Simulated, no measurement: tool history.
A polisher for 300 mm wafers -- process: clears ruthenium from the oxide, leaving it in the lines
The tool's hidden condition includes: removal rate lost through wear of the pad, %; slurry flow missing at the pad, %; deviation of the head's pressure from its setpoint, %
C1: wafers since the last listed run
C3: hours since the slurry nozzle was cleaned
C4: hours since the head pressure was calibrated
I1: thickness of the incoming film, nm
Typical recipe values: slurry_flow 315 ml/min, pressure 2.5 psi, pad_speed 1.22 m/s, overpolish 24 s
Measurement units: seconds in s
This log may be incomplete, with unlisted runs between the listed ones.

run 1 hour=0.0 | slurry_flow=315 pressure=3.0 pad_speed=1.22 overpolish=24 | C1=0 wafers_polished_on_this_pad=429 C3=163.8 C4=68.9 | I1=209.9 | seconds=96.5
run 2 hour=59.4 | slurry_flow=315 pressure=3.0 pad_speed=1.22 overpolish=24 | C1=422 wafers_polished_on_this_pad=852 C3=223.2 C4=128.3 | I1=210.1 | seconds=98.7
-- hour=91.5 worn pad replaced by a new one
run 3 hour=102.2 | slurry_flow=315 pressure=3.0 pad_speed=1.22 overpolish=24 | C1=275 wafers_polished_on_this_pad=76 C3=266.0 C4=171.1 | I1=212.3 | seconds=100.3
-- hour=116.1 slurry nozzle cleaned
run 4 hour=133.5 | slurry_flow=315 pressure=2.5 pad_speed=1.22 overpolish=14 | C1=215 wafers_polished_on_this_pad=291 C3=17.4 C4=202.4 | I1=208.2 | seconds=111.8
run 5 hour=201.5 | slurry_flow=315 pressure=2.5 pad_speed=1.22 overpolish=32 | C1=483 wafers_polished_on_this_pad=775 C3=85.4 C4=270.4 | I1=211.8 | seconds=117.7
run 6 hour=254.9 | slurry_flow=315 pressure=2.5 pad_speed=1.22 overpolish=24 | C1=379 wafers_polished_on_this_pad=1155 C3=138.8 C4=323.8 | I1=212.1 | seconds=117.3
-- hour=266.8 worn pad replaced by a new one
run 7 hour=294.2 | slurry_flow=315 pressure=2.5 pad_speed=1.22 overpolish=24 | C1=251 wafers_polished_on_this_pad=194 C3=178.1 C4=363.1 | I1=209.1 | seconds=116.2
run 8 hour=333.9 | slurry_flow=315 pressure=2.5 pad_speed=1.22 overpolish=24 | C1=282 wafers_polished_on_this_pad=477 C3=217.8 C4=402.8 | I1=208.6 | seconds=117.3
run 9 hour=375.5 | slurry_flow=315 pressure=2.5 pad_speed=1.04 overpolish=24 | C1=295 wafers_polished_on_this_pad=772 C3=259.4 C4=444.4 | I1=210.3 | seconds=134.9
run 10 hour=402.9 | slurry_flow=270 pressure=3.2 pad_speed=1.62 overpolish=29 | C1=194 wafers_polished_on_this_pad=967 C3=286.8 C4=471.8 | I1=212.6 | seconds=70.6
-- hour=433.1 worn pad replaced by a new one
-- hour=438.0 slurry nozzle cleaned
run 11 hour=494.5 | slurry_flow=315 pressure=2.5 pad_speed=1.22 overpolish=12 | C1=615 wafers_polished_on_this_pad=429 C3=56.5 C4=563.4 | I1=207.5 | seconds=105.3
-- hour=497.4 head pressure recalibrated
run 12 hour=521.8 | slurry_flow=230 pressure=2.5 pad_speed=1.22 overpolish=24 | C1=179 wafers_polished_on_this_pad=609 C3=83.8 C4=24.4 | I1=210.0 | seconds=120.9
run 13 hour=588.2 | slurry_flow=315 pressure=3.1 pad_speed=1.58 overpolish=28 | C1=472 wafers_polished_on_this_pad=1081 C3=150.2 C4=90.8 | I1=206.9 | seconds=71.0
-- hour=621.9 worn pad replaced by a new one
run 14 hour=628.1 | slurry_flow=315 pressure=3.4 pad_speed=1.22 overpolish=24 | C1=255 wafers_polished_on_this_pad=44 C3=190.1 C4=130.7 | I1=209.9 | seconds=85.0

Each row is a separate what-if for the run after 14, all from the same tool condition, not one after another. Results?
run A hour=628.6 | slurry_flow=315 pressure=2.2 pad_speed=1.22 overpolish=24 | C1=3 wafers_polished_on_this_pad=47 C3=190.6 C4=131.2 | I1=211.2 | seconds=?
run B hour=628.6 | slurry_flow=315 pressure=2.1 pad_speed=1.52 overpolish=24 | C1=3 wafers_polished_on_this_pad=47 C3=190.6 C4=131.2 | I1=211.2 | seconds=?
run C hour=628.6 | slurry_flow=315 pressure=2.1 pad_speed=1.02 overpolish=24 | C1=3 wafers_polished_on_this_pad=47 C3=190.6 C4=131.2 | I1=211.2 | seconds=?

run=A seconds=132.6
run=B seconds=111.5
run=C seconds=166.1
What these runs would have given with no unlogged condition in the tool:
run=A seconds=126.0
run=B seconds=106.0
run=C seconds=157.9
